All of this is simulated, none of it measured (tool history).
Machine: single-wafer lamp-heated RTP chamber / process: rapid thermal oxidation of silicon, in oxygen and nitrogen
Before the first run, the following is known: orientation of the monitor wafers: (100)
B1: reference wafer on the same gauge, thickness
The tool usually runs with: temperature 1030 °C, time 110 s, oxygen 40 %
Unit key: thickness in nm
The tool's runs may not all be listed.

{"run": 1, "day": 0.0, "temperature": 1030, "time": 110, "oxygen": 40, "B1": 8.264, "thickness": 7.421}
{"day": 4.871, "done": "gauge calibrated"}
{"run": 2, "day": 5.292, "temperature": 1030, "time": 144, "oxygen": 33, "B1": 8.341, "thickness": 7.959}
{"day": 7.517, "done": "pyrometer window cleaned and pyrometer calibrated"}
{"run": 3, "day": 7.55, "temperature": 1043, "time": 110, "oxygen": 40, "B1": 8.341, "thickness": 8.218}
{"run": 4, "day": 9.958, "temperature": 1030, "time": 95, "oxygen": 40, "B1": 8.349, "thickness": 7.061}
{"run": 5, "day": 12.708, "temperature": 1030, "time": 95, "oxygen": 40, "B1": 8.34, "thickness": 7.084}
{"run": 6, "day": 14.588, "temperature": 1030, "time": 83, "oxygen": 40, "B1": 8.34, "thickness": 6.659}
{"run": 7, "day": 16.471, "temperature": 1030, "time": 83, "oxygen": 40, "B1": 8.339, "thickness": 6.65}
{"run": 8, "day": 17.85, "temperature": 1030, "time": 83, "oxygen": 40, "B1": 8.338, "thickness": 6.676}
{"run": 9, "day": 22.967, "temperature": 1030, "time": 110, "oxygen": 33, "B1": 8.33, "thickness": 7.026}
{"run": 10, "day": 25.388, "temperature": 1030, "time": 110, "oxygen": 33, "B1": 8.326, "thickness": 7.035}
{"day": 26.108, "done": "pyrometer window cleaned and pyrometer calibrated"}
{"run": 11, "day": 28.021, "temperature": 1030, "time": 110, "oxygen": 33, "B1": 8.324, "thickness": 7.018}
{"run": 12, "day": 29.238, "temperature": 1030, "time": 110, "oxygen": 40, "B1": 8.319, "thickness": 7.539}
{"run": 13, "day": 30.429, "temperature": 1030, "time": 110, "oxygen": 40, "B1": 8.307, "thickness": 7.473}
{"run": 14, "day": 31.771, "temperature": 1030, "time": 110, "oxygen": 40, "B1": 8.309, "thickness": 7.471}
{"run": 15, "day": 34.158, "temperature": 1021, "time": 110, "oxygen": 40, "B1": 8.301, "thickness": 7.058}
{"run": 16, "day": 35.45, "temperature": 1050, "time": 110, "oxygen": 40, "B1": 8.296, "thickness": 8.636}
{"run": 17, "day": 37.796, "temperature": 1030, "time": 95, "oxygen": 56, "B1": 8.279, "thickness": 7.898}
{"run": 18, "day": 39.142, "temperature": 1051, "time": 158, "oxygen": 30, "B1": 8.288, "thickness": 9.199}
{"run": 19, "day": 41.392, "temperature": 1030, "time": 110, "oxygen": 40, "B1": 8.271, "thickness": 7.49}
{"day": 42.133, "done": "oxygen flow controller replaced"}
{"day": 45.792, "done": "pyrometer window cleaned and pyrometer calibrated"}
{"run": 20, "day": 45.821, "temperature": 1016, "time": 139, "oxygen": 52, "B1": 8.259, "thickness": 8.249}
{"run": 21, "day": 47.658, "temperature": 1043, "time": 110, "oxygen": 40, "B1": 8.244, "thickness": 8.138}
{"run": 22, "day": 49.075, "temperature": 1057, "time": 78, "oxygen": 59, "B1": 8.241, "thickness": 8.85}
{"day": 50.0, "done": "gauge calibrated"}
{"run": 23, "day": 51.762, "temperature": 1049, "time": 75, "oxygen": 40, "B1": 8.355, "thickness": 7.247}
{"run": 24, "day": 53.888, "temperature": 1049, "time": 73, "oxygen": 61, "B1": 8.343, "thickness": 8.333}
{"run": 25, "day": 56.058, "temperature": 1004, "time": 110, "oxygen": 40, "B1": 8.352, "thickness": 6.296}
{"run": 26, "day": 58.158, "temperature": 1043, "time": 110, "oxygen": 40, "B1": 8.343, "thickness": 8.309}
{"run": 27, "day": 60.617, "temperature": 1030, "time": 55, "oxygen": 40, "B1": 8.345, "thickness": 5.58}
{"run": 28, "day": 62.667, "temperature": 1013, "time": 95, "oxygen": 64, "B1": 8.338, "thickness": 7.402}
{"run": 29, "day": 66.854, "temperature": 1013, "time": 162, "oxygen": 54, "B1": 8.339, "thickness": 8.848}
{"day": 68.292, "done": "pyrometer window cleaned and pyrometer calibrated"}
{"run": 30, "day": 68.312, "temperature": 1030, "time": 156, "oxygen": 17, "B1": 8.333, "thickness": 6.588}

5 options for the next run, each taken on its own from the tool as it stands now. Forecast them:
{"run": "A", "day": 68.329, "temperature": 1030, "time": 110, "oxygen": 40, "B1": "?", "thickness": "?"}
{"run": "B", "day": 68.329, "temperature": 1006, "time": 93, "oxygen": 21, "B1": "?", "thickness": "?"}
{"run": "C", "day": 68.329, "temperature": 1021, "time": 143, "oxygen": 40, "B1": "?", "thickness": "?"}
{"run": "D", "day": 68.329, "temperature": 1017, "time": 153, "oxygen": 22, "B1": "?", "thickness": "?"}
{"run": "E", "day": 68.329, "temperature": 1009, "time": 110, "oxygen": 40, "B1": "?", "thickness": "?"}

run=A B1=8.327 thickness=7.528
run=B B1=8.327 thickness=4.780
run=C B1=8.327 thickness=7.954
run=D B1=8.327 thickness=6.470
run=E B1=8.327 thickness=6.490
With no hidden state in the tool, these same runs would have given:
run=A thickness=7.546
run=B thickness=4.791
run=C thickness=7.972
run=D thickness=6.485
run=E thickness=6.505
